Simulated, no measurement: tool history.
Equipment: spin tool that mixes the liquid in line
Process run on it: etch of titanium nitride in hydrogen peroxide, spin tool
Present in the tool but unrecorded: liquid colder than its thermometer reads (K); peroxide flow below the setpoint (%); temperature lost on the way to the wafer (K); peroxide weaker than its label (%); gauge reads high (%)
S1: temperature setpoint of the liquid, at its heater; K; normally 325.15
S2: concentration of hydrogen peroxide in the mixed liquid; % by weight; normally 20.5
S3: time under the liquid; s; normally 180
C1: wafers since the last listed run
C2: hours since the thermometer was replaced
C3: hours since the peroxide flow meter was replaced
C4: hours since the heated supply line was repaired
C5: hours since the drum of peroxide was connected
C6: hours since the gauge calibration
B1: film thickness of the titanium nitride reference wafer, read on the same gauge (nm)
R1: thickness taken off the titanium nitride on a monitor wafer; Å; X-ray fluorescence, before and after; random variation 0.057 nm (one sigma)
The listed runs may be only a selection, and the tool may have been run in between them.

Run 1, hour 0.0: usual settings but S2 24.0 % by weight; C1 0; C2 2213.3; C3 102.8; C4 3372.5; C5 38.5; C6 2516.0; B1 50.00. Result: R1 87.5 Å.
Run 2, hour 64.5: usual settings but S3 95 s; C1 448; C2 2277.8; C3 167.3; C4 3437.0; C5 103.0; C6 2580.5; B1 50.01. Result: R1 44.3 Å.
Run 3, hour 149.4: usual settings but S3 95 s; C1 590; C2 2362.7; C3 252.2; C4 3521.9; C5 187.9; C6 2665.4; B1 49.99. Result: R1 44.9 Å.
At hour 268.6: heated supply line repaired.
At hour 448.5: thermometer replaced.
Run 4, hour 453.4: usual settings but S3 115 s; C1 2100; C2 4.9; C3 556.2; C4 184.8; C5 491.9; C6 2969.4; B1 49.99. Result: R1 57.6 Å.
At hour 470.5: peroxide flow meter replaced.
Run 5, hour 492.2: usual settings but S3 115 s; C1 262; C2 43.7; C3 21.7; C4 223.6; C5 530.7; C6 3008.2; B1 50.01. Result: R1 57.4 Å.
At hour 539.5: gauge calibrated.
Run 6, hour 564.3: usual settings but S3 115 s; C1 501; C2 115.8; C3 93.8; C4 295.7; C5 602.8; C6 24.8; B1 49.98. Result: R1 57.9 Å.
Run 7, hour 606.3: usual settings; C1 292; C2 157.8; C3 135.8; C4 337.7; C5 644.8; C6 66.8; B1 50.03. Result: R1 90.8 Å.
Run 8, hour 686.8: usual settings; C1 559; C2 238.3; C3 216.3; C4 418.2; C5 725.3; C6 147.3; B1 49.99. Result: R1 91.5 Å.
Run 9, hour 733.0: usual settings; C1 321; C2 284.5; C3 262.5; C4 464.4; C5 771.5; C6 193.5; B1 50.00. Result: R1 90.9 Å.
Run 10, hour 778.7: usual settings but S3 265 s; C1 317; C2 330.2; C3 308.2; C4 510.1; C5 817.2; C6 239.2; B1 50.01. Result: R1 132.1 Å.
Run 11, hour 853.1: usual settings but S1 331.65 K, S2 24.0 % by weight, S3 85 s; C1 517; C2 404.6; C3 382.6; C4 584.5; C5 891.6; C6 313.6; B1 49.99. Result: R1 69.6 Å.
Run 12, hour 906.8: usual settings but S1 319.65 K, S3 240 s; C1 373; C2 458.3; C3 436.3; C4 638.2; C5 945.3; C6 367.3; B1 49.98. Result: R1 79.9 Å.
Run 13, hour 960.3: usual settings; C1 372; C2 511.8; C3 489.8; C4 691.7; C5 998.8; C6 420.8; B1 49.99. Result: R1 90.4 Å.
At hour 995.2: new drum of peroxide connected.
Run 14, hour 1036.3: usual settings but S1 321.65 K; C1 521; C2 587.8; C3 565.8; C4 767.7; C5 41.1; C6 496.8; B1 50.00. Result: R1 69.2 Å.
Run 15, hour 1072.3: usual settings but S1 334.65 K; C1 250; C2 623.8; C3 601.8; C4 803.7; C5 77.1; C6 532.8; B1 49.98. Result: R1 173.2 Å.
At hour 1080.0: peroxide flow meter replaced.
Run 16, hour 1151.4: usual settings but S1 328.65 K, S2 24.5 % by weight, S3 285 s; C1 543; C2 702.9; C3 71.4; C4 882.8; C5 156.2; C6 611.9; B1 50.02. Result: R1 187.5 Å.
Run 17, hour 1206.4: usual settings; C1 382; C2 757.9; C3 126.4; C4 937.8; C5 211.2; C6 666.9; B1 50.03. Result: R1 89.4 Å.
Run 18, hour 1261.2: usual settings; C1 381; C2 812.7; C3 181.2; C4 992.6; C5 266.0; C6 721.7; B1 50.01. Result: R1 89.1 Å.
Run 19, hour 1313.9: usual settings but S1 319.65 K; C1 366; C2 865.4; C3 233.9; C4 1045.3; C5 318.7; C6 774.4; B1 50.00. Result: R1 60.0 Å.
Run 20, hour 1486.1: usual settings but S3 110 s; C1 1197; C2 1037.6; C3 406.1; C4 1217.5; C5 490.9; C6 946.6; B1 50.04. Result: R1 53.6 Å.
Run 21, hour 1543.5: usual settings; C1 399; C2 1095.0; C3 463.5; C4 1274.9; C5 548.3; C6 1004.0; B1 50.00. Result: R1 88.2 Å.
Run 22, hour 1640.7: usual settings but S1 316.65 K, S3 125 s; C1 676; C2 1192.2; C3 560.7; C4 1372.1; C5 645.5; C6 1101.2; B1 49.99. Result: R1 32.6 Å.
At hour 1686.0: peroxide flow meter replaced.
Run 23, hour 1696.4: usual settings but S1 316.65 K; C1 380; C2 1247.9; C3 10.4; C4 1427.8; C5 701.2; C6 1156.9; B1 49.99. Result: R1 47.2 Å.
Run 24, hour 1754.7: usual settings but S2 18.0 % by weight, S3 85 s; C1 405; C2 1306.2; C3 68.7; C4 1486.1; C5 759.5; C6 1215.2; B1 50.01. Result: R1 40.3 Å.
Run 25, hour 1861.7: usual settings; C1 744; C2 1413.2; C3 175.7; C4 1593.1; C5 866.5; C6 1322.2; B1 50.01. Result: R1 87.4 Å.
Run 26, hour 1943.2: usual settings but S2 25.5 % by weight, S3 230 s; C1 566; C2 1494.7; C3 257.2; C4 1674.6; C5 948.0; C6 1403.7; B1 49.99. Result: R1 116.7 Å.

For each entry between runs, how does the tool's hidden state at the last listed run before it compare with that at the first listed run after it?
After run 3, before run 4: heated supply line repaired (hour 268.6); thermometer replaced (hour 448.5)
  temperature lost on the way to the wafer (K): 1.37 -> 0.278
  difference, measured minus the result without the unlogged condition, R1: -4.6 -> -1.2 Å
After run 4, before run 5: peroxide flow meter replaced (hour 470.5)
  temperature lost on the way to the wafer (K): 0.278 -> 0.292
  difference, measured minus the result without the unlogged condition, R1: -1.2 -> -1.2 Å
After run 5, before run 6: gauge calibrated (hour 539.5)
  temperature lost on the way to the wafer (K): 0.292 -> 0.318
  difference, measured minus the result without the unlogged condition, R1: -1.2 -> -1.3 Å
After run 13, before run 14: new drum of peroxide connected (hour 995.2)
  temperature lost on the way to the wafer (K): 0.461 -> 0.489
  difference, measured minus the result without the unlogged condition, R1: -3.0 -> -2.5 Å
After run 15, before run 16: peroxide flow meter replaced (hour 1080.0)
  temperature lost on the way to the wafer (K): 0.502 -> 0.53
  difference, measured minus the result without the unlogged condition, R1: -5.9 -> -7.1 Å
After run 22, before run 23: peroxide flow meter replaced (hour 1686.0)
  temperature lost on the way to the wafer (K): 0.707 -> 0.727
  difference, measured minus the result without the unlogged condition, R1: -1.8 -> -2.6 Å

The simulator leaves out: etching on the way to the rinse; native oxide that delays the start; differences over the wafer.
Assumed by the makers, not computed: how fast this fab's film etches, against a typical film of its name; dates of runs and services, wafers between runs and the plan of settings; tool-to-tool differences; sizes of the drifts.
